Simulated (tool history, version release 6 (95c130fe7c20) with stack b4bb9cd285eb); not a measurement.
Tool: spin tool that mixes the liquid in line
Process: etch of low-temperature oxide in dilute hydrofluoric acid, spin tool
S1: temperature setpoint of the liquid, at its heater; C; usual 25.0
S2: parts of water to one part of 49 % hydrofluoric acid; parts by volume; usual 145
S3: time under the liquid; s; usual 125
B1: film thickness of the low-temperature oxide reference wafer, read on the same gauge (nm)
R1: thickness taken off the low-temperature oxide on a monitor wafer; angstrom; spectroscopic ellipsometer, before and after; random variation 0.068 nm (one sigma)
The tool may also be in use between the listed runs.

Run 1, day 0.000: usual settings; B1 150.02. Result: R1 193.5 angstrom.
Run 2, day 0.621: usual settings; B1 149.99. Result: R1 193.6 angstrom.
Run 3, day 1.304: usual settings; B1 149.97. Result: R1 194.4 angstrom.
Run 4, day 1.738: usual settings; B1 150.01. Result: R1 193.9 angstrom.
Run 5, day 2.233: usual settings but S3 155 s; B1 149.97. Result: R1 239.3 angstrom.
Run 6, day 2.908: usual settings but S3 155 s; B1 150.00. Result: R1 240.9 angstrom.
At day 3.129: thermometer replaced.
At day 3.338: gauge calibrated.
Run 7, day 3.462: usual settings but S2 175 parts by volume; B1 150.02. Result: R1 158.0 angstrom.
Run 8, day 4.312: usual settings but S2 95 parts by volume, S3 145 s; B1 150.01. Result: R1 375.7 angstrom.
Run 9, day 4.712: usual settings but S2 125 parts by volume, S3 195 s; B1 149.99. Result: R1 368.1 angstrom.
At day 5.229: hydrofluoric acid flow meter replaced.
Run 10, day 5.304: usual settings but S2 205 parts by volume; B1 149.97. Result: R1 132.0 angstrom.
Run 11, day 5.933: usual settings but S1 23.5 C, S2 95 parts by volume, S3 195 s; B1 149.98. Result: R1 473.3 angstrom.
Run 12, day 6.362: usual settings but S1 21.5 C, S3 200 s; B1 150.03. Result: R1 276.2 angstrom.
Run 13, day 7.096: usual settings; B1 150.04. Result: R1 198.5 angstrom.
Run 14, day 7.612: usual settings but S1 27.5 C, S2 105 parts by volume; B1 150.00. Result: R1 316.3 angstrom.
Run 15, day 8.133: usual settings but S2 180 parts by volume, S3 95 s; B1 149.99. Result: R1 116.8 angstrom.
Run 16, day 8.775: usual settings but S2 205 parts by volume; B1 149.99. Result: R1 130.9 angstrom.
Run 17, day 9.338: usual settings but S1 22.5 C, S2 80 parts by volume; B1 150.01. Result: R1 352.4 angstrom.
Run 18, day 9.654: usual settings but S2 200 parts by volume, S3 175 s; B1 149.94. Result: R1 189.1 angstrom.
Run 19, day 10.012: usual settings but S1 20.5 C, S2 180 parts by volume, S3 160 s; B1 150.05. Result: R1 165.0 angstrom.
Run 20, day 11.133: usual settings but S1 26.5 C; B1 149.97. Result: R1 210.3 angstrom.
Run 21, day 11.467: usual settings but S1 23.5 C, S2 100 parts by volume, S3 70 s; B1 149.98. Result: R1 160.7 angstrom.
Run 22, day 11.950: usual settings but S1 21.0 C, S2 80 parts by volume, S3 200 s; B1 149.99. Result: R1 525.7 angstrom.
Run 23, day 13.638: usual settings but S1 27.0 C, S3 80 s; B1 149.96. Result: R1 136.6 angstrom.
Run 24, day 13.896: usual settings but S1 22.0 C; B1 149.98. Result: R1 175.9 angstrom.
Run 25, day 15.225: usual settings but S3 175 s; B1 149.99. Result: R1 276.9 angstrom.
Run 26, day 15.892: usual settings but S1 26.5 C, S2 210 parts by volume, S3 185 s; B1 150.00. Result: R1 197.2 angstrom.
Run 27, day 16.638: usual settings but S1 28.5 C, S2 115 parts by volume, S3 195 s; B1 150.00. Result: R1 459.9 angstrom.
Run 28, day 17.375: usual settings but S2 125 parts by volume; B1 150.01. Result: R1 235.1 angstrom.
Run 29, day 18.100: usual settings but S1 28.0 C, S2 215 parts by volume, S3 55 s; B1 149.98. Result: R1 60.4 angstrom.
Run 30, day 18.350: usual settings; B1 150.02. Result: R1 196.3 angstrom.

The next listed run, before its measurement:
Run 31, day 18.925: usual settings; B1 ?. Result: R1 ?.

{"run 31": {"B1": 149.97, "R1": 197.4}}
Without the tool's hidden state the same run would have given R1 200.0 angstrom.
